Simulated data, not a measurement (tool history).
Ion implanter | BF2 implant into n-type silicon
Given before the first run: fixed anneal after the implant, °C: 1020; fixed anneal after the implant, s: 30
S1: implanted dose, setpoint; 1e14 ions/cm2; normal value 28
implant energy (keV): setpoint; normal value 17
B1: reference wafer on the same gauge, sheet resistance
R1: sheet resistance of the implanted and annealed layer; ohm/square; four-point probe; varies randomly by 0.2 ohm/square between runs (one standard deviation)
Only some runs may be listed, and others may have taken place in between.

Run 1, hour 0: usual settings but S1 22.22 1e14 ions/cm2; B1 133.78. Result: R1 134 ohm/square.
Run 2, hour 28.9: usual settings but S1 22.22 1e14 ions/cm2; B1 133.73. Result: R1 134.13 ohm/square.
Run 3, hour 220.3: usual settings but S1 22.22 1e14 ions/cm2; B1 133.56. Result: R1 133.8 ohm/square.
Run 4, hour 256.6: usual settings; B1 133.46. Result: R1 132.86 ohm/square.
Run 5, hour 292.2: usual settings; B1 133.39. Result: R1 132.76 ohm/square.
Run 6, hour 349.5: usual settings; B1 133.33. Result: R1 132.54 ohm/square.
Run 7, hour 391.2: usual settings; B1 133.24. Result: R1 132.2 ohm/square.
Run 8, hour 437.9: usual settings but S1 31.94 1e14 ions/cm2; B1 133.15. Result: R1 131.51 ohm/square.
Run 9, hour 616.5: usual settings but S1 31.94 1e14 ions/cm2; B1 132.81. Result: R1 131.41 ohm/square.
At hour 627.9: Faraday cup replaced and dose calibrated.
Run 10, hour 658.3: usual settings but S1 23.69 1e14 ions/cm2; B1 132.81. Result: R1 132.52 ohm/square.
At hour 664.2: gauge calibrated.
Run 11, hour 723.6: usual settings but S1 23.69 1e14 ions/cm2; B1 134.1. Result: R1 134.59 ohm/square.
Run 12, hour 751.3: usual settings; B1 134.1. Result: R1 133.05 ohm/square.
Run 13, hour 796.5: usual settings; B1 134.08. Result: R1 133.23 ohm/square.
Run 14, hour 858.7: usual settings but S1 22.22 1e14 ions/cm2; B1 134.08. Result: R1 134.34 ohm/square.
Run 15, hour 886.1: usual settings but S1 32.67 1e14 ions/cm2; B1 134.04. Result: R1 132.47 ohm/square.
Run 16, hour 920.4: usual settings but S1 32.63 1e14 ions/cm2, implant energy (keV) 13; B1 134.02. Result: R1 143.88 ohm/square.
Run 17, hour 957.9: usual settings; B1 133.99. Result: R1 133.27 ohm/square.
Run 18, hour 993: usual settings but S1 25.84 1e14 ions/cm2, implant energy (keV) 13; B1 134.04. Result: R1 144.71 ohm/square.
Run 19, hour 1055.2: usual settings but implant energy (keV) 15.5; B1 134.02. Result: R1 136.91 ohm/square.
At hour 1064: extraction supply calibrated.
Run 20, hour 1111.2: usual settings but S1 31.9 1e14 ions/cm2, implant energy (keV) 20; B1 133.94. Result: R1 125.49 ohm/square.
Run 21, hour 1165.6: usual settings but implant energy (keV) 11.5; B1 133.87. Result: R1 149.58 ohm/square.
Run 22, hour 1206.7: usual settings but S1 34.86 1e14 ions/cm2, implant energy (keV) 19; B1 133.85. Result: R1 126.91 ohm/square.
Run 23, hour 1240.2: usual settings but S1 24.99 1e14 ions/cm2; B1 133.78. Result: R1 133.53 ohm/square.
Run 24, hour 1369.3: usual settings but S1 20.53 1e14 ions/cm2, implant energy (keV) 21.5; B1 133.65. Result: R1 124.55 ohm/square.
Run 25, hour 1422.4: usual settings but S1 34.9 1e14 ions/cm2, implant energy (keV) 21; B1 133.56. Result: R1 121.7 ohm/square.
Run 26, hour 1485.4: usual settings but implant energy (keV) 13.5; B1 133.41. Result: R1 142.25 ohm/square.
Run 27, hour 1555.8: usual settings but S1 35.47 1e14 ions/cm2; B1 133.26. Result: R1 131.01 ohm/square.

Each row is a separate what-if for the run after 27, all from the same tool condition, not one after another. Results?
Run A, hour 1556.2: usual settings; B1 ?. Result: R1 ?.
Run B, hour 1556.2: usual settings but implant energy (keV) 22; B1 ?. Result: R1 ?.
Run C, hour 1556.2: usual settings but S1 24.84 1e14 ions/cm2, implant energy (keV) 14.5; B1 ?. Result: R1 ?.
Run D, hour 1556.2: usual settings but S1 20.15 1e14 ions/cm2; B1 ?. Result: R1 ?.
Run E, hour 1556.2: usual settings but implant energy (keV) 22.5; B1 ?. Result: R1 ?.

run      B1      R1
  A  133.23  132.37
  B  133.23  120.97
  C  133.23  139.65
  D  133.23  134.49
  E  133.23  119.96
Take away the tool's hidden state, keep each run's random variation, and the runs would have read:
run      R1
  A  133.08
  B  121.61
  C  140.39
  D  135.21
  E   120.6

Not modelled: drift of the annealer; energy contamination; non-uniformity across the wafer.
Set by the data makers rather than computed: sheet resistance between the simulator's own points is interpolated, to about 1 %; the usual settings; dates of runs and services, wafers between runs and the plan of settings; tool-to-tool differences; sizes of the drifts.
